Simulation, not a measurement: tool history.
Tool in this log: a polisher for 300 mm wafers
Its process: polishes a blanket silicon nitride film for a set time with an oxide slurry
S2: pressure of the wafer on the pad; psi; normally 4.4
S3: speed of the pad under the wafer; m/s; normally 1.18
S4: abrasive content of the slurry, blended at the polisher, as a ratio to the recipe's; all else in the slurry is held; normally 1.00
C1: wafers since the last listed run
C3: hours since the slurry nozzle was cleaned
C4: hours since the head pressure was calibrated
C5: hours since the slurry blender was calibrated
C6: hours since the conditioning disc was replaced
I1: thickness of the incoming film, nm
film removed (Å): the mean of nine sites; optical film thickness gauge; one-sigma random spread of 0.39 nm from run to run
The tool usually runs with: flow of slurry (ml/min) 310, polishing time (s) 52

Run 1, hour 0.0: usual settings; C1 0; wafers polished on this pad 631; C3 143.9; C4 788.0; C5 204.4; C6 84.7; I1 526.8. Result: film removed (Å) 397.
At hour 9.2: conditioning disc replaced and pad reconditioned.
At hour 11.6: worn pad replaced by a new one.
Run 2, hour 31.9: usual settings; C1 199; wafers polished on this pad 147; C3 175.8; C4 819.9; C5 236.3; C6 22.7; I1 523.5. Result: film removed (Å) 410.
Run 3, hour 45.1: usual settings but polishing time (s) 46; C1 96; wafers polished on this pad 243; C3 189.0; C4 833.1; C5 249.5; C6 35.9; I1 521.7. Result: film removed (Å) 355.
Run 4, hour 80.0: usual settings but polishing time (s) 44; C1 253; wafers polished on this pad 497; C3 223.9; C4 868.0; C5 284.4; C6 70.8; I1 516.6. Result: film removed (Å) 344.
Run 5, hour 98.7: usual settings but polishing time (s) 44; C1 136; wafers polished on this pad 633; C3 242.6; C4 886.7; C5 303.1; C6 89.5; I1 515.0. Result: film removed (Å) 341.
At hour 115.6: conditioning disc replaced and pad reconditioned.
At hour 123.1: worn pad replaced by a new one.
Run 6, hour 133.8: usual settings; C1 211; wafers polished on this pad 77; C3 277.7; C4 921.8; C5 338.2; C6 18.2; I1 511.7. Result: film removed (Å) 404.
Run 7, hour 179.2: usual settings; C1 330; wafers polished on this pad 407; C3 323.1; C4 967.2; C5 383.6; C6 63.6; I1 516.6. Result: film removed (Å) 399.
At hour 184.6: slurry nozzle cleaned.
Run 8, hour 208.9: usual settings but S4 1.25; C1 208; wafers polished on this pad 616; C3 24.3; C4 996.9; C5 413.3; C6 93.3; I1 523.7. Result: film removed (Å) 433.
At hour 221.0: conditioning disc replaced and pad reconditioned.
At hour 228.1: worn pad replaced by a new one.
Run 9, hour 228.9: usual settings but S4 1.25; C1 101; wafers polished on this pad 5; C3 44.3; C4 1016.9; C5 433.3; C6 7.9; I1 512.1. Result: film removed (Å) 432.
Run 10, hour 243.9: usual settings but polishing time (s) 43; C1 109; wafers polished on this pad 114; C3 59.3; C4 1031.9; C5 448.3; C6 22.9; I1 520.1. Result: film removed (Å) 331.
Run 11, hour 271.5: usual settings but S3 1.56 m/s, polishing time (s) 34; C1 200; wafers polished on this pad 315; C3 86.9; C4 1059.5; C5 475.9; C6 50.5; I1 517.9. Result: film removed (Å) 324.
Run 12, hour 302.8: usual settings but flow of slurry (ml/min) 360, S3 1.38 m/s; C1 227; wafers polished on this pad 543; C3 118.2; C4 1090.8; C5 507.2; C6 81.8; I1 515.8. Result: film removed (Å) 459.
At hour 306.0: slurry blender recalibrated.
Run 13, hour 327.4: usual settings but S2 5.6 psi, S4 0.70; C1 164; wafers polished on this pad 707; C3 142.8; C4 1115.4; C5 21.4; C6 106.4; I1 517.8. Result: film removed (Å) 461.
At hour 340.4: conditioning disc replaced and pad reconditioned.
Run 14, hour 348.4: usual settings; C1 138; wafers polished on this pad 846; C3 163.8; C4 1136.4; C5 42.4; C6 8.0; I1 516.4. Result: film removed (Å) 399.
At hour 352.6: worn pad replaced by a new one.
Run 15, hour 371.1: usual settings but flow of slurry (ml/min) 365, S2 3.8 psi; C1 136; wafers polished on this pad 134; C3 186.5; C4 1159.1; C5 65.1; C6 30.7; I1 514.5. Result: film removed (Å) 348.
At hour 399.3: head pressure recalibrated.
Run 16, hour 448.2: usual settings; C1 546; wafers polished on this pad 680; C3 263.6; C4 48.9; C5 142.2; C6 107.8; I1 523.4. Result: film removed (Å) 404.
At hour 456.3: conditioning disc replaced and pad reconditioned.
At hour 461.0: worn pad replaced by a new one.
Run 17, hour 466.5: usual settings but S2 5.4 psi, polishing time (s) 61; C1 89; wafers polished on this pad 40; C3 281.9; C4 67.2; C5 160.5; C6 10.2; I1 525.4. Result: film removed (Å) 578.
Run 18, hour 490.8: usual settings; C1 176; wafers polished on this pad 216; C3 306.2; C4 91.5; C5 184.8; C6 34.5; I1 517.8. Result: film removed (Å) 408.
Run 19, hour 519.9: usual settings but S3 1.46 m/s, polishing time (s) 69; C1 211; wafers polished on this pad 428; C3 335.3; C4 120.6; C5 213.9; C6 63.6; I1 521.2. Result: film removed (Å) 633.
At hour 522.6: slurry nozzle cleaned.
Run 20, hour 544.9: usual settings but S2 3.7 psi, S3 1.42 m/s, S4 0.90, polishing time (s) 60; C1 174; wafers polished on this pad 603; C3 22.3; C4 145.6; C5 238.9; C6 88.6; I1 520.6. Result: film removed (Å) 441.

Forecast each of these 4 alternatives for the next run:
Run A, hour 545.3: usual settings; C1 2; wafers polished on this pad 606; C3 22.7; C4 146.0; C5 239.3; C6 89.0; I1 525.5. Result: film removed (Å) ?.
Run B, hour 545.3: usual settings but S2 3.9 psi, S3 0.84 m/s, polishing time (s) 47; C1 2; wafers polished on this pad 606; C3 22.7; C4 146.0; C5 239.3; C6 89.0; I1 525.5. Result: film removed (Å) ?.
Run C, hour 545.3: usual settings but S2 5.7 psi, S4 0.75, polishing time (s) 59; C1 2; wafers polished on this pad 606; C3 22.7; C4 146.0; C5 239.3; C6 89.0; I1 525.5. Result: film removed (Å) ?.
Run D, hour 545.3: usual settings but S4 1.15, polishing time (s) 59; C1 2; wafers polished on this pad 606; C3 22.7; C4 146.0; C5 239.3; C6 89.0; I1 525.5. Result: film removed (Å) ?.

run  film removed (Å)
  A               402
  B               249
  C               538
  D               477
With no hidden state in the tool, these same runs would have given:
run  film removed (Å)
  A               402
  B               249
  C               538
  D               477
